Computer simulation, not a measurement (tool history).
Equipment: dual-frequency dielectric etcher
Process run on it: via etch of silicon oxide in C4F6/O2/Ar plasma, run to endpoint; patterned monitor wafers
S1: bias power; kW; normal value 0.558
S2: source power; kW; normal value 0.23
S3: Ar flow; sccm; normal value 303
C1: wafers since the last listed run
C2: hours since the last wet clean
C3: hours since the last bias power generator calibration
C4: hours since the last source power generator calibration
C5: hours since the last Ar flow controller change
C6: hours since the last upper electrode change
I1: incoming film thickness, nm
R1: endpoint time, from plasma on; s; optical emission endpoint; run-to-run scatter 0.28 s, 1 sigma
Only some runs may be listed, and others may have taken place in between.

Run 1, hour 0: usual settings; C1 0; C2 181.3; C3 2998.6; C4 4610.6; C5 5449.9; C6 4927.9; I1 155.9. Result: R1 39.2 s.
Run 2, hour 19.2: usual settings; C1 195; C2 200.5; C3 3017.8; C4 4629.8; C5 5469.1; C6 4947.1; I1 155.7. Result: R1 38.6 s.
Run 3, hour 42.1: usual settings but S2 0.28 kW; C1 233; C2 223.4; C3 3040.7; C4 4652.7; C5 5492; C6 4970; I1 155. Result: R1 35.7 s.
Run 4, hour 55.5: usual settings but S2 0.28 kW; C1 136; C2 236.8; C3 3054.1; C4 4666.1; C5 5505.4; C6 4983.4; I1 154.8. Result: R1 36.3 s.
Run 5, hour 77.3: usual settings; C1 222; C2 258.6; C3 3075.9; C4 4687.9; C5 5527.2; C6 5005.2; I1 156.3. Result: R1 38.5 s.
Run 6, hour 111.2: usual settings; C1 345; C2 292.5; C3 3109.8; C4 4721.8; C5 5561.1; C6 5039.1; I1 154.1. Result: R1 38.2 s.
Run 7, hour 145.7: usual settings; C1 351; C2 327; C3 3144.3; C4 4756.3; C5 5595.6; C6 5073.6; I1 156.4. Result: R1 38.7 s.
At hour 172: bias power generator calibrated.
Run 8, hour 172.5: usual settings; C1 232; C2 353.8; C3 0.5; C4 4783.1; C5 5622.4; C6 5100.4; I1 154.8. Result: R1 38.4 s.
Run 9, hour 204.9: usual settings but S1 0.652 kW; C1 330; C2 386.2; C3 32.9; C4 4815.5; C5 5654.8; C6 5132.8; I1 156.4. Result: R1 35.7 s.
Run 10, hour 217.8: usual settings; C1 131; C2 399.1; C3 45.8; C4 4828.4; C5 5667.7; C6 5145.7; I1 157.3. Result: R1 38.5 s.
At hour 240.5: Ar flow controller replaced.
At hour 261.3: source power generator calibrated.
Run 11, hour 292.7: usual settings; C1 661; C2 474; C3 120.7; C4 31.4; C5 52.2; C6 5220.6; I1 155.9. Result: R1 38.2 s.
At hour 341.8: wet clean of the chamber.
At hour 362.6: upper electrode replaced.
Run 12, hour 363.1: usual settings; C1 261; C2 21.3; C3 191.1; C4 101.8; C5 122.6; C6 0.5; I1 155.9. Result: R1 39.5 s.
Run 13, hour 381.3: usual settings but S1 0.484 kW; C1 185; C2 39.5; C3 209.3; C4 120; C5 140.8; C6 18.7; I1 154.8. Result: R1 41.7 s.
Run 14, hour 399.1: usual settings but S1 0.507 kW, S2 0.2 kW, S3 269 sccm; C1 181; C2 57.3; C3 227.1; C4 137.8; C5 158.6; C6 36.5; I1 155.7. Result: R1 42.3 s.
Run 15, hour 416.5: usual settings but S2 0.18 kW, S3 276 sccm; C1 177; C2 74.7; C3 244.5; C4 155.2; C5 176; C6 53.9; I1 155.2. Result: R1 42.3 s.
Run 16, hour 435.3: usual settings but S1 0.493 kW, S2 0.17 kW, S3 247 sccm; C1 191; C2 93.5; C3 263.3; C4 174; C5 194.8; C6 72.7; I1 157. Result: R1 45.3 s.
Run 17, hour 454.2: usual settings but S2 0.17 kW; C1 192; C2 112.4; C3 282.2; C4 192.9; C5 213.7; C6 91.6; I1 154.7. Result: R1 42.9 s.
Run 18, hour 485.2: usual settings but S3 237 sccm; C1 315; C2 143.4; C3 313.2; C4 223.9; C5 244.7; C6 122.6; I1 154.8. Result: R1 37.7 s.
Run 19, hour 517.4: usual settings but S2 0.19 kW, S3 258 sccm; C1 328; C2 175.6; C3 345.4; C4 256.1; C5 276.9; C6 154.8; I1 156.5. Result: R1 40.5 s.
Run 20, hour 543.4: usual settings but S2 0.2 kW, S3 348 sccm; C1 264; C2 201.6; C3 371.4; C4 282.1; C5 302.9; C6 180.8; I1 156.5. Result: R1 41.6 s.
Run 21, hour 608.5: usual settings but S1 0.649 kW, S3 281 sccm; C1 663; C2 266.7; C3 436.5; C4 347.2; C5 368; C6 245.9; I1 155.8. Result: R1 35.8 s.
Run 22, hour 637.2: usual settings but S2 0.21 kW, S3 359 sccm; C1 292; C2 295.4; C3 465.2; C4 375.9; C5 396.7; C6 274.6; I1 156. Result: R1 40.6 s.
Run 23, hour 671.5: usual settings but S1 0.509 kW; C1 349; C2 329.7; C3 499.5; C4 410.2; C5 431; C6 308.9; I1 155.2. Result: R1 39.7 s.
Run 24, hour 704.7: usual settings but S1 0.694 kW, S2 0.26 kW; C1 338; C2 362.9; C3 532.7; C4 443.4; C5 464.2; C6 342.1; I1 155.4. Result: R1 32.8 s.
Run 25, hour 732.3: usual settings; C1 281; C2 390.5; C3 560.3; C4 471; C5 491.8; C6 369.7; I1 155.9. Result: R1 38 s.
Run 26, hour 751.9: usual settings but S1 0.628 kW, S2 0.21 kW, S3 232 sccm; C1 199; C2 410.1; C3 579.9; C4 490.6; C5 511.4; C6 389.3; I1 156.1. Result: R1 35.7 s.
At hour 777.9: wet clean of the chamber.
Run 27, hour 778.4: usual settings; C1 25; C2 0.5; C3 606.4; C4 517.1; C5 537.9; C6 415.8; I1 156.4. Result: R1 39.6 s.
Run 28, hour 802.7: usual settings but S1 0.628 kW, S2 0.21 kW, S3 232 sccm; C1 247; C2 24.8; C3 630.7; C4 541.4; C5 562.2; C6 440.1; I1 155.8. Result: R1 37.1 s.
Run 29, hour 872.5: usual settings but S2 0.2 kW; C1 711; C2 94.6; C3 700.5; C4 611.2; C5 632; C6 509.9; I1 155.9. Result: R1 40.9 s.
Run 30, hour 893.1: usual settings; C1 209; C2 115.2; C3 721.1; C4 631.8; C5 652.6; C6 530.5; I1 155.9. Result: R1 39 s.

Below, some changes in R1 between adjacent runs. For each, the amount present without the hidden state too (settings, incoming material, random variation) and the amount remaining for the hidden state with gauge scatter not shared by both compared results:
Hidden conditions of the tool in this case: etch rate over this chamber's usual, %; bias power that arrives over what is set, %; source power that arrives over what is set, %; Ar flow that arrives over what is set, %.
Run 11 -> 12: wet clean of the chamber, upper electrode replaced. R1 +1.3 s: hidden state +1.5, all else -0.2.
Run 20 -> 21: S1 0.558 -> 0.649, S2 0.2 -> 0.23, S3 348 -> 281. R1 -5.8 s: hidden state -0.2, all else -5.6.
Run 23 -> 24: S1 0.509 -> 0.694, S2 0.23 -> 0.26. R1 -6.9 s: hidden state +0.2, all else -7.1.
Run 24 -> 25: S1 0.694 -> 0.558, S2 0.26 -> 0.23. R1 +5.2 s: hidden state -0.3, all else +5.5.
Run 26 -> 27: S1 0.628 -> 0.558, S2 0.21 -> 0.23, S3 232 -> 303, wet clean of the chamber. R1 +3.9 s: hidden state +1.5, all else +2.4.

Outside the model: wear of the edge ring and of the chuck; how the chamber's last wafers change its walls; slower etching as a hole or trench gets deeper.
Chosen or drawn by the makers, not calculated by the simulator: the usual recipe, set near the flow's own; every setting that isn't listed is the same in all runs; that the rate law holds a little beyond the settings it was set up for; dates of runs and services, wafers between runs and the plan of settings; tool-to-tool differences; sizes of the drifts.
